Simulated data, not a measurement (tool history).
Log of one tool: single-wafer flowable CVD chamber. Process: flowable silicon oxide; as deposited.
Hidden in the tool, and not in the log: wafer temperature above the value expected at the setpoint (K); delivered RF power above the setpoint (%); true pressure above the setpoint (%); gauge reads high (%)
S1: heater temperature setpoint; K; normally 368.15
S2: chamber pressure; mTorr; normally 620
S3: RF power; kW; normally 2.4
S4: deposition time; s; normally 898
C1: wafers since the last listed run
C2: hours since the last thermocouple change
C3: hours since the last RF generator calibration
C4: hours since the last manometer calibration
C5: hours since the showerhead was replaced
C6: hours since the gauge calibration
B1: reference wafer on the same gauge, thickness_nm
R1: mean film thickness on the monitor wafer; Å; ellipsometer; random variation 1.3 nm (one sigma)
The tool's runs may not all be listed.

Run 1, hour 0: usual settings; C1 0; C2 1491.6; C3 634.4; C4 1335.4; C5 3812.5; C6 119; B1 368.939. Result: R1 4174.22 Å.
Run 2, hour 30: usual settings but S2 580 mTorr; C1 92; C2 1521.6; C3 664.4; C4 1365.4; C5 3842.5; C6 149; B1 368.947. Result: R1 3900.73 Å.
Run 3, hour 44.6: usual settings but S2 580 mTorr; C1 44; C2 1536.2; C3 679; C4 1380; C5 3857.1; C6 163.6; B1 369.025. Result: R1 3896.23 Å.
Run 4, hour 151.8: usual settings but S1 372.15 K; C1 328; C2 1643.4; C3 786.2; C4 1487.2; C5 3964.3; C6 270.8; B1 369.072. Result: R1 3562.2 Å.
Run 5, hour 178.2: usual settings but S1 372.15 K; C1 81; C2 1669.8; C3 812.6; C4 1513.6; C5 3990.7; C6 297.2; B1 369.013. Result: R1 3575.1 Å.
At hour 189.5: gauge calibrated.
Run 6, hour 193.7: usual settings; C1 47; C2 1685.3; C3 828.1; C4 1529.1; C5 4006.2; C6 4.2; B1 369.011. Result: R1 4162.94 Å.
At hour 213: showerhead replaced.
Run 7, hour 224.6: usual settings; C1 70; C2 1716.2; C3 859; C4 1560; C5 11.6; C6 35.1; B1 368.992. Result: R1 4176.78 Å.
At hour 244.3: thermocouple changed; heater temperature recalibrated.
Run 8, hour 252: usual settings but S1 380.15 K, S4 841 s; C1 59; C2 7.7; C3 886.4; C4 1587.4; C5 39; C6 62.5; B1 369.049. Result: R1 2852.6 Å.
Run 9, hour 267.9: usual settings but S1 376.15 K, S3 2.15 kW, S4 818 s; C1 48; C2 23.6; C3 902.3; C4 1603.3; C5 54.9; C6 78.4; B1 369.107. Result: R1 3202.09 Å.

Expected results for the next run?
At hour 276.8: RF generator calibrated.
Run 10, hour 300: usual settings but S1 360.15 K, S4 827 s; C1 73; C2 55.7; C3 23.2; C4 1635.4; C5 87; C6 110.5; B1 ?. Result: R1 ?.

B1: 368.829
R1: 5927.42 Å
The same run, on a tool lacking any hidden state, would have yielded R1 5582.67 Å.
